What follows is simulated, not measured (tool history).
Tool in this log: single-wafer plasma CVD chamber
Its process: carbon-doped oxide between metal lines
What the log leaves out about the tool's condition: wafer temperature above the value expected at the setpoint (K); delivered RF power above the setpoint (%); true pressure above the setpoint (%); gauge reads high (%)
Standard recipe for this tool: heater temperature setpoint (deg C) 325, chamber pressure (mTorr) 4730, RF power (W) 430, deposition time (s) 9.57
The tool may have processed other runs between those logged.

run,hour,heater temperature setpoint (deg C),chamber pressure (mTorr),RF power (W),deposition time (s),wafers since the last listed run,hours since the last thermocouple change,hours since the last RF generator calibration,hours since the last manometer calibration,hours since the showerhead was replaced,hours since the gauge calibration,"read-back reference wafer on the same gauge, thickness_nm",mean film thickness on the monitor wafer (Å)
1,0.0,325,4730,430,9.57,0,2465.1,379.4,1493.5,7411.2,387.2,51.620,464.99
2,70.8,325,4730,430,9.57,3407,2535.9,450.2,1564.3,7482.0,458.0,51.608,464.51
3,102.9,320,4730,430,9.57,1544,2568.0,482.3,1596.4,7514.1,490.1,51.614,473.23
# hour 128.5: gauge calibrated
4,173.9,320,4730,430,9.57,3417,2639.0,553.3,1667.4,7585.1,45.4,51.625,472.35
5,211.6,320,4730,430,9.57,1814,2676.7,591.0,1705.1,7622.8,83.1,51.595,472.78
6,257.7,325,4730,430,9.57,2218,2722.8,637.1,1751.2,7668.9,129.2,51.589,464.89
7,294.6,325,4730,430,9.57,1775,2759.7,674.0,1788.1,7705.8,166.1,51.606,464.10
# hour 319.1: showerhead replaced
8,328.6,325,4730,430,9.57,1251,2793.7,708.0,1822.1,9.5,200.1,51.620,463.78
# hour 338.2: thermocouple changed; heater temperature recalibrated
9,384.3,325,4730,430,9.57,2295,46.1,763.7,1877.8,65.2,255.8,51.580,471.40
10,412.6,334,4140,430,9.57,1362,74.4,792.0,1906.1,93.5,284.1,51.621,449.98
# hour 451.7: capacitance manometer re-zeroed and calibrated
11,482.3,325,4300,395,9.57,2969,144.1,861.7,30.6,163.2,353.8,51.595,427.33
# hour 502.5: RF generator calibrated
12,522.5,325,3660,400,10.29,1549,184.3,20.0,70.8,203.4,394.0,51.585,462.04
13,593.8,320,4730,430,9.57,3431,255.6,91.3,142.1,274.7,465.3,51.614,480.20
14,665.6,325,4730,430,9.57,3455,327.4,163.1,213.9,346.5,537.1,51.589,473.81
# hour 712.0: gauge calibrated
15,737.2,311,4730,465,10.06,3445,399.0,234.7,285.5,418.1,25.2,51.568,559.23
16,795.2,325,4730,480,8.07,2791,457.0,292.7,343.5,476.1,83.2,51.593,439.78
17,833.4,325,3750,395,9.57,1838,495.2,330.9,381.7,514.3,121.4,51.598,423.35
18,945.8,325,3900,430,8.06,5409,607.6,443.3,494.1,626.7,233.8,51.602,389.85
19,985.6,325,5770,500,9.57,1915,647.4,483.1,533.9,666.5,273.6,51.579,549.74

Each row is a separate what-if for the run after 19, all from the same tool condition, not one after another. Results?
A,986.0,310,4730,430,9.57,19,647.8,483.5,534.3,666.9,274.0,?,?
B,986.0,325,4730,465,9.57,19,647.8,483.5,534.3,666.9,274.0,?,?
C,986.0,321,4400,395,7.89,19,647.8,483.5,534.3,666.9,274.0,?,?

run,"read-back reference wafer on the same gauge, thickness_nm",mean film thickness on the monitor wafer (Å)
A,51.585,496.73
B,51.585,506.11
C,51.585,360.33
With the hidden condition removed and each run's random variation left untouched, the same runs would have given:
run,mean film thickness on the monitor wafer (Å)
A,500.83
B,509.73
C,363.30
